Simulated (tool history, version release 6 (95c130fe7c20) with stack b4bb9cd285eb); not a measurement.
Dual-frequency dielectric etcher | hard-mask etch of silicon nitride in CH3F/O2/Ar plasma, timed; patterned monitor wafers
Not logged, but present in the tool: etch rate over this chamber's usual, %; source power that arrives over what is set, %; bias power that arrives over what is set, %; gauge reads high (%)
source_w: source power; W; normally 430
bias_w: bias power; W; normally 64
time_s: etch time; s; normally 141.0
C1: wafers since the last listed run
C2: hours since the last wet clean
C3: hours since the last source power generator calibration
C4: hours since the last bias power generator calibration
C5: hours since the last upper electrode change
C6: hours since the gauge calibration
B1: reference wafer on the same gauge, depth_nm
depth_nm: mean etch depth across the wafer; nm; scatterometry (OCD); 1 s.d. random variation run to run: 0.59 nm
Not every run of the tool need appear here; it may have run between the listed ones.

Run 1, day 0.000: usual settings but source_w 510 W; C1 0; C2 543.5; C3 769.7; C4 1466.8; C5 2238.1; C6 374.1; B1 112.1. Result: depth_nm 106.8 nm.
At day 0.050: wet clean of the chamber.
Run 2, day 2.092: usual settings; C1 392; C2 49.0; C3 819.9; C4 1517.0; C5 2288.3; C6 424.3; B1 112.0. Result: depth_nm 98.4 nm.
Run 3, day 4.325: usual settings; C1 428; C2 102.6; C3 873.5; C4 1570.6; C5 2341.9; C6 477.9; B1 111.9. Result: depth_nm 98.6 nm.
Run 4, day 5.958: usual settings; C1 313; C2 141.8; C3 912.7; C4 1609.8; C5 2381.1; C6 517.1; B1 112.1. Result: depth_nm 98.0 nm.
Run 5, day 8.871: usual settings; C1 558; C2 211.7; C3 982.6; C4 1679.7; C5 2451.0; C6 587.0; B1 112.2. Result: depth_nm 98.4 nm.
Run 6, day 12.629: usual settings; C1 721; C2 301.9; C3 1072.8; C4 1769.9; C5 2541.2; C6 677.2; B1 112.1. Result: depth_nm 99.3 nm.
Run 7, day 17.046: usual settings but time_s 113.5 s; C1 847; C2 407.9; C3 1178.8; C4 1875.9; C5 2647.2; C6 783.2; B1 112.1. Result: depth_nm 79.2 nm.
Run 8, day 20.162: usual settings; C1 597; C2 482.7; C3 1253.6; C4 1950.7; C5 2722.0; C6 858.0; B1 112.0. Result: depth_nm 98.1 nm.
Run 9, day 22.504: usual settings; C1 449; C2 538.9; C3 1309.8; C4 2006.9; C5 2778.2; C6 914.2; B1 111.9. Result: depth_nm 98.3 nm.
At day 24.608: wet clean of the chamber.
Run 10, day 25.688: usual settings; C1 418; C2 25.9; C3 1386.2; C4 2083.3; C5 2854.6; C6 990.6; B1 112.1. Result: depth_nm 97.8 nm.
Run 11, day 29.633: usual settings; C1 757; C2 120.6; C3 1480.9; C4 2178.0; C5 2949.3; C6 1085.3; B1 112.0. Result: depth_nm 98.1 nm.
Run 12, day 32.442: usual settings; C1 538; C2 188.0; C3 1548.3; C4 2245.4; C5 3016.7; C6 1152.7; B1 112.0. Result: depth_nm 98.4 nm.
At day 32.629: gauge calibrated.
At day 35.071: bias power generator calibrated.
Run 13, day 35.742: usual settings but time_s 164.5 s; C1 601; C2 267.2; C3 1627.5; C4 16.1; C5 3095.9; C6 74.7; B1 112.1. Result: depth_nm 115.1 nm.
Run 14, day 40.012: usual settings; C1 819; C2 369.7; C3 1730.0; C4 118.6; C5 3198.4; C6 177.2; B1 112.0. Result: depth_nm 98.1 nm.
At day 40.567: source power generator calibrated.
Run 15, day 42.229: usual settings but bias_w 69 W; C1 393; C2 422.9; C3 39.9; C4 171.8; C5 3251.6; C6 230.4; B1 112.1. Result: depth_nm 102.7 nm.
Run 16, day 44.921: usual settings; C1 516; C2 487.5; C3 104.5; C4 236.4; C5 3316.2; C6 295.0; B1 112.0. Result: depth_nm 100.6 nm.
Run 17, day 46.883: usual settings but source_w 400 W, bias_w 72 W, time_s 172.0 s; C1 376; C2 534.6; C3 151.6; C4 283.5; C5 3363.3; C6 342.1; B1 111.8. Result: depth_nm 120.8 nm.
At day 54.058: wet clean of the chamber.
Run 18, day 54.079: usual settings but time_s 172.5 s; C1 1188; C2 0.5; C3 324.3; C4 456.2; C5 3536.0; C6 514.8; B1 111.9. Result: depth_nm 122.3 nm.
Run 19, day 56.271: usual settings; C1 420; C2 53.1; C3 376.9; C4 508.8; C5 3588.6; C6 567.4; B1 112.0. Result: depth_nm 100.8 nm.
At day 58.958: upper electrode replaced.
Run 20, day 59.079: usual settings but time_s 162.5 s; C1 346; C2 120.5; C3 444.3; C4 576.2; C5 2.9; C6 634.8; B1 112.0. Result: depth_nm 115.0 nm.
Run 21, day 62.675: usual settings but bias_w 74 W; C1 689; C2 206.8; C3 530.6; C4 662.5; C5 89.2; C6 721.1; B1 112.0. Result: depth_nm 103.3 nm.
Run 22, day 65.679: usual settings but source_w 490 W, bias_w 76 W; C1 576; C2 278.9; C3 602.7; C4 734.6; C5 161.3; C6 793.2; B1 112.2. Result: depth_nm 110.3 nm.
Run 23, day 67.879: usual settings but source_w 520 W, bias_w 71 W, time_s 111.0 s; C1 422; C2 331.7; C3 655.5; C4 787.4; C5 214.1; C6 846.0; B1 112.0. Result: depth_nm 87.7 nm.
Run 24, day 71.250: usual settings but source_w 360 W; C1 646; C2 412.6; C3 736.4; C4 868.3; C5 295.0; C6 926.9; B1 112.0. Result: depth_nm 89.7 nm.
Run 25, day 74.300: usual settings but source_w 500 W; C1 585; C2 485.8; C3 809.6; C4 941.5; C5 368.2; C6 1000.1; B1 112.0. Result: depth_nm 107.3 nm.
Run 26, day 78.058: usual settings but source_w 510 W; C1 721; C2 576.0; C3 899.8; C4 1031.7; C5 458.4; C6 1090.3; B1 112.0. Result: depth_nm 108.3 nm.
At day 79.921: gauge calibrated.
At day 82.333: wet clean of the chamber.
Run 27, day 82.354: usual settings but source_w 380 W, bias_w 59 W, time_s 99.5 s; C1 632; C2 0.5; C3 1002.9; C4 1134.8; C5 561.5; C6 58.4; B1 112.0. Result: depth_nm 64.2 nm.

Measured minus without-hidden-state, run by run (identical run-to-run variation in each term; gauge scatter may differ):
run  depth_nm
  1      -2.2
  2      -2.1
  3      -2.2
  4      -2.2
  5      -2.3
  6      -2.4
  7      -1.9
  8      -2.5
  9      -2.6
 10      -2.6
 11      -2.6
 12      -2.7
 13      -3.2
 14      -2.7
 15      +0.2
 16      -0.1
 17      -0.2
 18      -0.9
 19      -0.9
 20      -1.2
 21      -1.2
 22      -1.5
 23      -1.2
 24      -1.4
 25      -1.8
 26      -2.0
 27      -1.2
